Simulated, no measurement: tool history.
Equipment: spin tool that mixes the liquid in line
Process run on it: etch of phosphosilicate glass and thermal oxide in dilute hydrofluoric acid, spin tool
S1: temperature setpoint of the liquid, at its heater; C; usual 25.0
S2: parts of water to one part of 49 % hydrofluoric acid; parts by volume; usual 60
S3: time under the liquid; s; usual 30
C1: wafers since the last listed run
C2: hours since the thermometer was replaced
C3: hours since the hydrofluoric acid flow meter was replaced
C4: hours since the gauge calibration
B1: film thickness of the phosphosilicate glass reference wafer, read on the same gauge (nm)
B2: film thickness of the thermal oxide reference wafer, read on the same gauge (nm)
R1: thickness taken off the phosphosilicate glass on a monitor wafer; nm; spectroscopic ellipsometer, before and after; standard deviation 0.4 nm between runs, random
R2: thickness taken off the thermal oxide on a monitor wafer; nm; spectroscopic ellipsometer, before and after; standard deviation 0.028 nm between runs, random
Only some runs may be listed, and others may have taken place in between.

run,hour,S1,S2,S3,C1,C2,C3,C4,B1,B2,R1,R2
1,0.0,25.0,60,30,0,237.7,1910.5,366.8,139.98,69.952,35.88,2.209
2,33.7,25.0,50,30,624,271.4,1944.2,400.5,139.99,70.004,44.35,2.668
3,85.5,25.0,60,30,960,323.2,1996.0,452.3,139.98,70.004,35.28,2.204
4,136.0,25.0,60,30,936,373.7,2046.5,502.8,139.95,70.019,35.99,2.168
5,206.5,25.0,60,30,1307,444.2,2117.0,573.3,139.95,70.055,34.48,2.194
6,274.3,26.5,60,40,1257,512.0,2184.8,641.1,140.01,70.009,48.82,3.073
7,304.8,26.5,60,40,565,542.5,2215.3,671.6,140.04,69.980,49.87,3.051
8,419.7,25.0,60,20,2130,657.4,2330.2,786.5,139.98,70.007,22.68,1.421
# hour 447.4: hydrofluoric acid flow meter replaced
9,472.4,25.0,60,20,958,710.1,25.0,839.2,140.02,70.045,26.48,1.604
10,514.3,25.0,60,30,776,752.0,66.9,881.1,139.97,69.965,39.76,2.382
11,575.9,25.0,60,30,1142,813.6,128.5,942.7,140.00,70.062,39.10,2.398
12,602.3,25.0,45,20,489,840.0,154.9,969.1,140.01,70.015,34.49,2.181
13,642.1,26.5,85,30,737,879.8,194.7,1008.9,140.02,70.022,27.77,1.721
# hour 694.9: gauge calibrated
14,713.4,25.0,60,30,1322,951.1,266.0,18.5,140.00,70.013,37.79,2.440
15,744.5,23.5,40,20,576,982.2,297.1,49.6,139.98,69.995,35.80,2.328

Forecast run 16:
16,796.5,22.5,50,30,964,1034.2,349.1,101.6,?,?,?,?

Logged for run 16: B1 140.04, B2 69.993, R1 42.48 nm, R2 2.558 nm.
Take away the tool's hidden state, keep the run-to-run variation as it was, and the same run would have given R1 46.02 nm, R2 2.771 nm.
